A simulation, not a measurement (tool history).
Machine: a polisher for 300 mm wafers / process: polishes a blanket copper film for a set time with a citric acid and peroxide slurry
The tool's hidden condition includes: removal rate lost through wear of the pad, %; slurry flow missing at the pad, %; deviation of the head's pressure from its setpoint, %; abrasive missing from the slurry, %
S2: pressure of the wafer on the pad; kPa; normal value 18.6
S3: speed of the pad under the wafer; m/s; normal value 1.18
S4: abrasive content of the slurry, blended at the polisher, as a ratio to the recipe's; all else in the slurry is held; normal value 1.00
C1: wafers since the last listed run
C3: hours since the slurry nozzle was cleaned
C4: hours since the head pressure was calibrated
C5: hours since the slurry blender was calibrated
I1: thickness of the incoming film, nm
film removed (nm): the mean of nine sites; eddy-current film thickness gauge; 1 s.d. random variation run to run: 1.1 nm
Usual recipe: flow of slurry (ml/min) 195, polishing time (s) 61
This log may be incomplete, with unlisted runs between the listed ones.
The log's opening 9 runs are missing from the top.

Run 10, hour 793.4: usual settings; C1 777; wafers polished on this pad 1843; C3 172.5; C4 134.3; C5 283.7; I1 932.2. Result: film removed (nm) 134.0.
Run 11, hour 859.3: usual settings but S3 1.04 m/s, polishing time (s) 69; C1 406; wafers polished on this pad 2250; C3 238.4; C4 200.2; C5 349.6; I1 938.6. Result: film removed (nm) 133.2.
Run 12, hour 910.7: usual settings but flow of slurry (ml/min) 165; C1 317; wafers polished on this pad 2567; C3 289.8; C4 251.6; C5 401.0; I1 934.6. Result: film removed (nm) 129.4.
At hour 995.4: slurry blender recalibrated.
Run 13, hour 1013.2: usual settings but flow of slurry (ml/min) 165; C1 619; wafers polished on this pad 3187; C3 392.3; C4 354.1; C5 17.8; I1 932.0. Result: film removed (nm) 131.5.
At hour 1038.1: worn pad replaced by a new one.
Run 14, hour 1056.0: usual settings but flow of slurry (ml/min) 165; C1 239; wafers polished on this pad 110; C3 435.1; C4 396.9; C5 60.6; I1 914.2. Result: film removed (nm) 132.6.
Run 15, hour 1108.0: usual settings but flow of slurry (ml/min) 255, S2 20.0 kPa; C1 320; wafers polished on this pad 431; C3 487.1; C4 448.9; C5 112.6; I1 932.1. Result: film removed (nm) 148.4.
Run 16, hour 1145.7: usual settings but S4 1.10; C1 232; wafers polished on this pad 663; C3 524.8; C4 486.6; C5 150.3; I1 922.6. Result: film removed (nm) 134.5.
Run 17, hour 1186.9: usual settings but S2 13.1 kPa, S3 1.58 m/s, S4 1.10, polishing time (s) 74; C1 254; wafers polished on this pad 917; C3 566.0; C4 527.8; C5 191.5; I1 927.7. Result: film removed (nm) 151.6.
Run 18, hour 1227.0: usual settings but flow of slurry (ml/min) 145, S2 15.2 kPa, S3 0.78 m/s, S4 0.85; C1 247; wafers polished on this pad 1165; C3 606.1; C4 567.9; C5 231.6; I1 915.9. Result: film removed (nm) 66.8.
At hour 1241.8: head pressure recalibrated.
Run 19, hour 1285.3: usual settings but S2 15.9 kPa, S4 0.90; C1 347; wafers polished on this pad 1512; C3 664.4; C4 43.5; C5 289.9; I1 917.9. Result: film removed (nm) 109.3.
Run 20, hour 1327.4: usual settings but S2 13.1 kPa, S3 1.58 m/s, S4 1.10, polishing time (s) 74; C1 259; wafers polished on this pad 1772; C3 706.5; C4 85.6; C5 332.0; I1 930.2. Result: film removed (nm) 152.2.
Run 21, hour 1374.5: usual settings; C1 290; wafers polished on this pad 2062; C3 753.6; C4 132.7; C5 379.1; I1 918.8. Result: film removed (nm) 130.6.
Run 22, hour 1461.4: usual settings; C1 536; wafers polished on this pad 2598; C3 840.5; C4 219.6; C5 466.0; I1 922.3. Result: film removed (nm) 130.8.
At hour 1465.2: slurry nozzle cleaned.
At hour 1486.2: slurry blender recalibrated.
At hour 1508.0: worn pad replaced by a new one.
Run 23, hour 1526.3: usual settings but flow of slurry (ml/min) 225, polishing time (s) 79; C1 357; wafers polished on this pad 113; C3 61.1; C4 284.5; C5 40.1; I1 926.4. Result: film removed (nm) 180.4.
Run 24, hour 1719.6: usual settings but S2 20.7 kPa; C1 1192; wafers polished on this pad 1305; C3 254.4; C4 477.8; C5 233.4; I1 945.9. Result: film removed (nm) 144.3.
Run 25, hour 1795.3: usual settings but flow of slurry (ml/min) 175, S3 0.94 m/s; C1 466; wafers polished on this pad 1772; C3 330.1; C4 553.5; C5 309.1; I1 937.3. Result: film removed (nm) 99.9.

Run 26 has not been measured yet. What should we expect?
Run 26, hour 1869.2: usual settings but S3 1.00 m/s; C1 455; wafers polished on this pad 2228; C3 404.0; C4 627.4; C5 383.0; I1 934.2. Result: film removed (nm) ?.

film removed (nm): 108.5
With no hidden state in the tool, this same run would have given film removed (nm) 117.1.

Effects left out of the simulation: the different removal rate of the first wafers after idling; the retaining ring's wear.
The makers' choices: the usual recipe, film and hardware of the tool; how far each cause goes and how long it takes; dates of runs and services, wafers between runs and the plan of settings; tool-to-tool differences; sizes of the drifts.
